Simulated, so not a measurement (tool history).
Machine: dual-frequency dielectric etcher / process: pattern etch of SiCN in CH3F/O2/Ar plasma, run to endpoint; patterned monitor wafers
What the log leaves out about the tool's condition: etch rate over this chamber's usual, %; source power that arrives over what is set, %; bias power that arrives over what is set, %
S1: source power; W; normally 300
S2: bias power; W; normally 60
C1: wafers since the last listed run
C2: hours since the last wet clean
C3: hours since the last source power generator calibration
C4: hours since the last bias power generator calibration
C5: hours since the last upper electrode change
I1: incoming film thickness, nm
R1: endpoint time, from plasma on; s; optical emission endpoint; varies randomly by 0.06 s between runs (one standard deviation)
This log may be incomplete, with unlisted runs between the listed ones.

run,hour,S1,S2,C1,C2,C3,C4,C5,I1,R1
1,0.0,300,60,0,456.6,2192.7,4013.9,2454.5,6.86,19.2
# hour 4.5: wet clean of the chamber
2,27.5,300,60,416,23.0,2220.2,4041.4,2482.0,6.83,19.2
3,86.9,300,60,1075,82.4,2279.6,4100.8,2541.4,6.74,18.9
4,106.0,300,60,345,101.5,2298.7,4119.9,2560.5,6.80,19.1
5,137.4,300,60,568,132.9,2330.1,4151.3,2591.9,6.79,19.1
6,167.8,300,60,550,163.3,2360.5,4181.7,2622.3,6.82,19.2
7,186.1,300,60,331,181.6,2378.8,4200.0,2640.6,6.87,19.3
8,207.8,300,60,393,203.3,2400.5,4221.7,2662.3,6.78,19.0
9,224.6,300,60,304,220.1,2417.3,4238.5,2679.1,6.76,19.0
10,243.3,300,60,338,238.8,2436.0,4257.2,2697.8,6.73,18.7
11,257.4,300,60,255,252.9,2450.1,4271.3,2711.9,6.82,19.2
# hour 303.0: bias power generator calibrated
# hour 315.1: upper electrode replaced
12,315.6,300,60,762,311.1,2508.3,12.6,0.5,6.85,19.3
13,317.0,300,60,25,312.5,2509.7,14.0,1.9,6.87,19.3
14,338.2,330,54,383,333.7,2530.9,35.2,23.1,6.78,19.2
# hour 343.6: source power generator calibrated
15,362.1,340,47,360,357.6,18.5,59.1,47.0,6.74,20.0
16,388.7,330,53,481,384.2,45.1,85.7,73.6,6.85,19.6
# hour 418.2: wet clean of the chamber
17,418.7,240,60,108,0.5,75.1,115.7,103.6,6.73,20.4
18,419.0,270,60,5,0.8,75.4,116.0,103.9,6.80,19.8
19,436.5,300,60,316,18.3,92.9,133.5,121.4,6.80,19.0
20,462.1,300,60,463,43.9,118.5,159.1,147.0,6.77,19.0
21,492.3,220,60,546,74.1,148.7,189.3,177.2,6.80,21.2
22,517.7,360,60,460,99.5,174.1,214.7,202.6,6.79,17.7
23,544.6,270,53,487,126.4,201.0,241.6,229.5,6.72,20.7
24,579.5,300,60,632,161.3,235.9,276.5,264.4,6.82,19.0
25,615.5,300,60,652,197.3,271.9,312.5,300.4,6.81,19.2
26,645.5,250,55,543,227.3,301.9,342.5,330.4,6.80,21.2

Alternative continuations, all from the tool just after run 26; predict every row:
A,645.9,300,60,7,227.7,302.3,342.9,330.8,6.77,?
B,645.9,250,56,7,227.7,302.3,342.9,330.8,6.77,?
C,645.9,370,51,7,227.7,302.3,342.9,330.8,6.77,?
D,645.9,380,51,7,227.7,302.3,342.9,330.8,6.77,?
E,645.9,370,60,7,227.7,302.3,342.9,330.8,6.77,?

run,R1
A,18.9
B,20.9
C,18.8
D,18.6
E,17.5
With the hidden condition removed and each run's random variation left untouched, the same runs would have given:
run,R1
A,18.9
B,20.9
C,18.8
D,18.6
E,17.5
